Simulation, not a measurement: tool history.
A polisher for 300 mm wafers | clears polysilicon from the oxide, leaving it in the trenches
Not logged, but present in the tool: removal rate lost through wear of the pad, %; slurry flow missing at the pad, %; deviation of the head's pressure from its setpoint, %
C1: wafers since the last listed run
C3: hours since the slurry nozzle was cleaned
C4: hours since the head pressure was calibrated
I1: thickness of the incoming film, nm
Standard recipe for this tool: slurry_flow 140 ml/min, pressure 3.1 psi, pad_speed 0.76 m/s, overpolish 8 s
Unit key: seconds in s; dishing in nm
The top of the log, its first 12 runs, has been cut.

-- hour=146.5 head pressure recalibrated
run 13 hour=147.0 | slurry_flow=140 pressure=3.4 pad_speed=0.76 overpolish=8 | C1=120 wafers_polished_on_this_pad=611 C3=22.2 C4=0.5 | I1=453.5 | seconds=40.6 dishing=33.1
run 14 hour=157.7 | slurry_flow=140 pressure=3.4 pad_speed=0.76 overpolish=8 | C1=116 wafers_polished_on_this_pad=728 C3=32.9 C4=11.2 | I1=440.8 | seconds=40.8 dishing=32.1
run 15 hour=171.0 | slurry_flow=100 pressure=3.6 pad_speed=0.98 overpolish=11 | C1=145 wafers_polished_on_this_pad=873 C3=46.2 C4=24.5 | I1=455.0 | seconds=36.2 dishing=36.6
run 16 hour=186.0 | slurry_flow=140 pressure=3.1 pad_speed=0.76 overpolish=8 | C1=163 wafers_polished_on_this_pad=1037 C3=61.2 C4=39.5 | I1=444.5 | seconds=47.3 dishing=30.7
-- hour=200.4 worn pad replaced by a new one
run 17 hour=201.9 | slurry_flow=140 pressure=3.1 pad_speed=0.76 overpolish=8 | C1=130 wafers_polished_on_this_pad=16 C3=77.1 C4=55.4 | I1=453.4 | seconds=41.1 dishing=32.6
run 18 hour=214.8 | slurry_flow=140 pressure=2.3 pad_speed=0.76 overpolish=11 | C1=141 wafers_polished_on_this_pad=157 C3=90.0 C4=68.3 | I1=446.2 | seconds=56.5 dishing=32.8
run 19 hour=226.0 | slurry_flow=140 pressure=3.1 pad_speed=0.76 overpolish=8 | C1=122 wafers_polished_on_this_pad=280 C3=101.2 C4=79.5 | I1=449.9 | seconds=42.8 dishing=32.6
run 20 hour=243.7 | slurry_flow=140 pressure=3.1 pad_speed=0.76 overpolish=8 | C1=193 wafers_polished_on_this_pad=473 C3=118.9 C4=97.2 | I1=456.5 | seconds=44.9 dishing=31.7
run 21 hour=253.7 | slurry_flow=175 pressure=3.1 pad_speed=0.76 overpolish=8 | C1=109 wafers_polished_on_this_pad=583 C3=128.9 C4=107.2 | I1=451.0 | seconds=43.4 dishing=31.5
run 22 hour=261.4 | slurry_flow=140 pressure=2.6 pad_speed=0.52 overpolish=8 | C1=84 wafers_polished_on_this_pad=667 C3=136.6 C4=114.9 | I1=452.9 | seconds=73.0 dishing=25.8
run 23 hour=274.5 | slurry_flow=115 pressure=2.0 pad_speed=0.52 overpolish=6 | C1=143 wafers_polished_on_this_pad=810 C3=149.7 C4=128.0 | I1=448.2 | seconds=97.6 dishing=17.3
run 24 hour=282.7 | slurry_flow=140 pressure=3.9 pad_speed=0.76 overpolish=8 | C1=89 wafers_polished_on_this_pad=900 C3=157.9 C4=136.2 | I1=452.2 | seconds=37.5 dishing=33.6
-- hour=300.4 worn pad replaced by a new one
run 25 hour=300.9 | slurry_flow=165 pressure=3.1 pad_speed=0.64 overpolish=8 | C1=155 wafers_polished_on_this_pad=5 C3=176.1 C4=154.4 | I1=455.7 | seconds=48.2 dishing=30.9
run 26 hour=310.9 | slurry_flow=160 pressure=3.1 pad_speed=0.88 overpolish=5 | C1=109 wafers_polished_on_this_pad=114 C3=186.1 C4=164.4 | I1=451.1 | seconds=37.9 dishing=28.1
run 27 hour=329.7 | slurry_flow=140 pressure=3.1 pad_speed=0.76 overpolish=8 | C1=205 wafers_polished_on_this_pad=320 C3=204.9 C4=183.2 | I1=454.2 | seconds=43.6 dishing=32.2
run 28 hour=341.3 | slurry_flow=140 pressure=3.1 pad_speed=0.76 overpolish=8 | C1=126 wafers_polished_on_this_pad=447 C3=216.5 C4=194.8 | I1=448.3 | seconds=43.5 dishing=31.8
run 29 hour=350.1 | slurry_flow=120 pressure=3.1 pad_speed=0.76 overpolish=8 | C1=96 wafers_polished_on_this_pad=543 C3=225.3 C4=203.6 | I1=455.4 | seconds=47.0 dishing=31.5
run 30 hour=360.5 | slurry_flow=175 pressure=3.1 pad_speed=0.68 overpolish=8 | C1=113 wafers_polished_on_this_pad=657 C3=235.7 C4=214.0 | I1=453.1 | seconds=48.5 dishing=30.8
run 31 hour=375.3 | slurry_flow=110 pressure=2.7 pad_speed=0.84 overpolish=8 | C1=161 wafers_polished_on_this_pad=818 C3=250.5 C4=228.8 | I1=446.5 | seconds=51.7 dishing=30.8
run 32 hour=381.6 | slurry_flow=125 pressure=4.2 pad_speed=0.76 overpolish=8 | C1=68 wafers_polished_on_this_pad=887 C3=256.8 C4=235.1 | I1=449.6 | seconds=36.5 dishing=34.5
run 33 hour=392.8 | slurry_flow=100 pressure=2.7 pad_speed=0.86 overpolish=8 | C1=122 wafers_polished_on_this_pad=1010 C3=268.0 C4=246.3 | I1=451.5 | seconds=53.4 dishing=30.3
-- hour=410.6 worn pad replaced by a new one
run 34 hour=411.0 | slurry_flow=140 pressure=3.1 pad_speed=0.76 overpolish=8 | C1=155 wafers_polished_on_this_pad=3 C3=286.2 C4=264.5 | I1=457.7 | seconds=44.7 dishing=32.6
-- hour=421.6 slurry nozzle cleaned
run 35 hour=428.2 | slurry_flow=140 pressure=3.1 pad_speed=0.56 overpolish=8 | C1=177 wafers_polished_on_this_pad=181 C3=6.6 C4=281.7 | I1=446.7 | seconds=51.7 dishing=29.7
run 36 hour=441.2 | slurry_flow=175 pressure=3.1 pad_speed=0.68 overpolish=8 | C1=142 wafers_polished_on_this_pad=323 C3=19.6 C4=294.7 | I1=448.5 | seconds=44.4 dishing=31.8

Below are 3 alternative next runs, each starting from the tool's condition after run 36. Predict each:
run A hour=441.6 | slurry_flow=140 pressure=3.1 pad_speed=0.96 overpolish=8 | C1=4 wafers_polished_on_this_pad=327 C3=20.0 C4=295.1 | I1=457.0 | seconds=? dishing=?
run B hour=441.6 | slurry_flow=140 pressure=3.1 pad_speed=0.76 overpolish=6 | C1=4 wafers_polished_on_this_pad=327 C3=20.0 C4=295.1 | I1=457.0 | seconds=? dishing=?
run C hour=441.6 | slurry_flow=140 pressure=3.1 pad_speed=0.76 overpolish=4 | C1=4 wafers_polished_on_this_pad=327 C3=20.0 C4=295.1 | I1=457.0 | seconds=? dishing=?

run=A seconds=35.6 dishing=34.0
run=B seconds=43.1 dishing=28.8
run=C seconds=43.1 dishing=23.4
What these runs would have given with no unlogged condition in the tool:
run=A seconds=33.9 dishing=34.4
run=B seconds=41.1 dishing=29.4
run=C seconds=41.1 dishing=24.0

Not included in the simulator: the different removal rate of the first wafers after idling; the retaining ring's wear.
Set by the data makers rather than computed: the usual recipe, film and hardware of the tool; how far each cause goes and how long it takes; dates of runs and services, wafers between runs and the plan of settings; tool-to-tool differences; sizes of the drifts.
